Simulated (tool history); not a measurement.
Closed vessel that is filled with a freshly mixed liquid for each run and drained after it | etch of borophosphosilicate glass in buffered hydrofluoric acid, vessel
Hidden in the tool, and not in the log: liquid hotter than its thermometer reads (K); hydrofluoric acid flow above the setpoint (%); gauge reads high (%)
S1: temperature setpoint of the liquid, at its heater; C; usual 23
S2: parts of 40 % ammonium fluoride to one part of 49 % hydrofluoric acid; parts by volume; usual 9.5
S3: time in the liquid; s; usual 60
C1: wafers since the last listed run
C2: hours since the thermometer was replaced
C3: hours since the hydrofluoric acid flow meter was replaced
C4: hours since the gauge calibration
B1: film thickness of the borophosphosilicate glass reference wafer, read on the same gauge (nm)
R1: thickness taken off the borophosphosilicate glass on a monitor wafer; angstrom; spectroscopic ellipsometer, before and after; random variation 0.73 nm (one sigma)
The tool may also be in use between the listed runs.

run 1 hour=0 | S1=23 S2=9.5 S3=60 | C1=0 C2=1806.5 C3=370.1 C4=1073.5 | B1=119.98 | R1=1254.6
run 2 hour=92.3 | S1=23 S2=9.5 S3=60 | C1=13530 C2=1898.8 C3=462.4 C4=1165.8 | B1=119.98 | R1=1250.2
run 3 hour=126.2 | S1=23 S2=9.5 S3=60 | C1=4969 C2=1932.7 C3=496.3 C4=1199.7 | B1=120.07 | R1=1264.6
run 4 hour=210 | S1=24.5 S2=9.5 S3=60 | C1=12284 C2=2016.5 C3=580.1 C4=1283.5 | B1=120 | R1=1371.6
run 5 hour=231.3 | S1=24.5 S2=9.5 S3=60 | C1=3122 C2=2037.8 C3=601.4 C4=1304.8 | B1=119.97 | R1=1375.2
-- hour=244.4 hydrofluoric acid flow meter replaced
run 6 hour=246.1 | S1=23 S2=9.5 S3=60 | C1=2022 C2=2052.6 C3=1.7 C4=1319.6 | B1=119.99 | R1=1232.7
run 7 hour=273.4 | S1=21.5 S2=7.5 S3=30 | C1=4001 C2=2079.9 C3=29 C4=1346.9 | B1=119.97 | R1=728.9
run 8 hour=296.9 | S1=23 S2=5.5 S3=85 | C1=3444 C2=2103.4 C3=52.5 C4=1370.4 | B1=120.03 | R1=2966.1
run 9 hour=309.6 | S1=23 S2=9.5 S3=60 | C1=1861 C2=2116.1 C3=65.2 C4=1383.1 | B1=120.03 | R1=1250.9
run 10 hour=324.7 | S1=23 S2=9.5 S3=30 | C1=2213 C2=2131.2 C3=80.3 C4=1398.2 | B1=120.01 | R1=620.7
run 11 hour=355.4 | S1=26 S2=6.5 S3=75 | C1=4500 C2=2161.9 C3=111 C4=1428.9 | B1=119.99 | R1=2668.3
run 12 hour=382.2 | S1=20 S2=9.5 S3=60 | C1=3928 C2=2188.7 C3=137.8 C4=1455.7 | B1=120 | R1=1054
-- hour=407 gauge calibrated
run 13 hour=416.5 | S1=27.5 S2=11 S3=40 | C1=5028 C2=2223 C3=172.1 C4=9.5 | B1=120.01 | R1=929.2
run 14 hour=430.4 | S1=23 S2=9.5 S3=60 | C1=2037 C2=2236.9 C3=186 C4=23.4 | B1=119.98 | R1=1240.2
run 15 hour=463.6 | S1=23 S2=9.5 S3=60 | C1=4866 C2=2270.1 C3=219.2 C4=56.6 | B1=119.98 | R1=1242.4
-- hour=465.8 thermometer replaced
run 16 hour=494.9 | S1=21.5 S2=8 S3=30 | C1=4441 C2=29.1 C3=250.5 C4=87.9 | B1=120 | R1=689.5
run 17 hour=519.3 | S1=25.5 S2=13 S3=80 | C1=3576 C2=53.5 C3=274.9 C4=112.3 | B1=120.01 | R1=1442.3
run 18 hour=552.4 | S1=23 S2=9.5 S3=60 | C1=4852 C2=86.6 C3=308 C4=145.4 | B1=119.95 | R1=1253.2
run 19 hour=595.5 | S1=26 S2=6.5 S3=75 | C1=6318 C2=129.7 C3=351.1 C4=188.5 | B1=119.98 | R1=2731
run 20 hour=628.1 | S1=26 S2=9.5 S3=60 | C1=4778 C2=162.3 C3=383.7 C4=221.1 | B1=119.99 | R1=1494.2
run 21 hour=641.8 | S1=26 S2=9.5 S3=50 | C1=2008 C2=176 C3=397.4 C4=234.8 | B1=120 | R1=1244.5
run 22 hour=673.9 | S1=27 S2=9.5 S3=45 | C1=4705 C2=208.1 C3=429.5 C4=266.9 | B1=120 | R1=1188.4
run 23 hour=741 | S1=23 S2=6 S3=40 | C1=9836 C2=275.2 C3=496.6 C4=334 | B1=119.99 | R1=1345.8
run 24 hour=769.8 | S1=19.5 S2=13 S3=60 | C1=4221 C2=304 C3=525.4 C4=362.8 | B1=119.98 | R1=798.5
-- hour=796.8 hydrofluoric acid flow meter replaced
run 25 hour=797.3 | S1=26.5 S2=11.5 S3=70 | C1=3884 C2=331.5 C3=0.5 C4=390.3 | B1=120 | R1=1457.9
run 26 hour=817.7 | S1=21.5 S2=7 S3=60 | C1=2990 C2=351.9 C3=20.9 C4=410.7 | B1=120.02 | R1=1532.8
run 27 hour=847 | S1=21.5 S2=9.5 S3=85 | C1=4295 C2=381.2 C3=50.2 C4=440 | B1=120 | R1=1596.7
run 28 hour=864.2 | S1=23 S2=9.5 S3=60 | C1=2521 C2=398.4 C3=67.4 C4=457.2 | B1=120 | R1=1232.9
run 29 hour=878.4 | S1=23 S2=9.5 S3=60 | C1=2081 C2=412.6 C3=81.6 C4=471.4 | B1=120.05 | R1=1220.8
run 30 hour=908 | S1=23 S2=9.5 S3=60 | C1=4339 C2=442.2 C3=111.2 C4=501 | B1=120 | R1=1247.2
run 31 hour=931.8 | S1=23 S2=9.5 S3=60 | C1=3488 C2=466 C3=135 C4=524.8 | B1=119.99 | R1=1236

Some steps in R1 between neighbouring runs. How much of each would the tool show without its hidden state too (settings, what came in, random variation), and how much is left for the hidden state, with any gauge scatter that isn't in both results?
Run 5 -> 6: S1 24.5 -> 23, hydrofluoric acid flow meter replaced. R1 -142.5 angstrom: hidden state -45.6, all else -96.9.
Run 7 -> 8: S1 21.5 -> 23, S2 7.5 -> 5.5, S3 30 -> 85. R1 +2237.2 angstrom: hidden state +28.9, all else +2208.3.
Run 8 -> 9: S2 5.5 -> 9.5, S3 85 -> 60. R1 -1715.2 angstrom: hidden state -26.1, all else -1689.1.
Run 10 -> 11: S1 23 -> 26, S2 9.5 -> 6.5, S3 30 -> 75. R1 +2047.6 angstrom: hidden state +41.2, all else +2006.4.
Run 18 -> 19: S1 23 -> 26, S2 9.5 -> 6.5, S3 60 -> 75. R1 +1477.8 angstrom: hidden state +71.3, all else +1406.5.
Run 19 -> 20: S2 6.5 -> 9.5, S3 75 -> 60. R1 -1236.8 angstrom: hidden state -58.9, all else -1177.9.
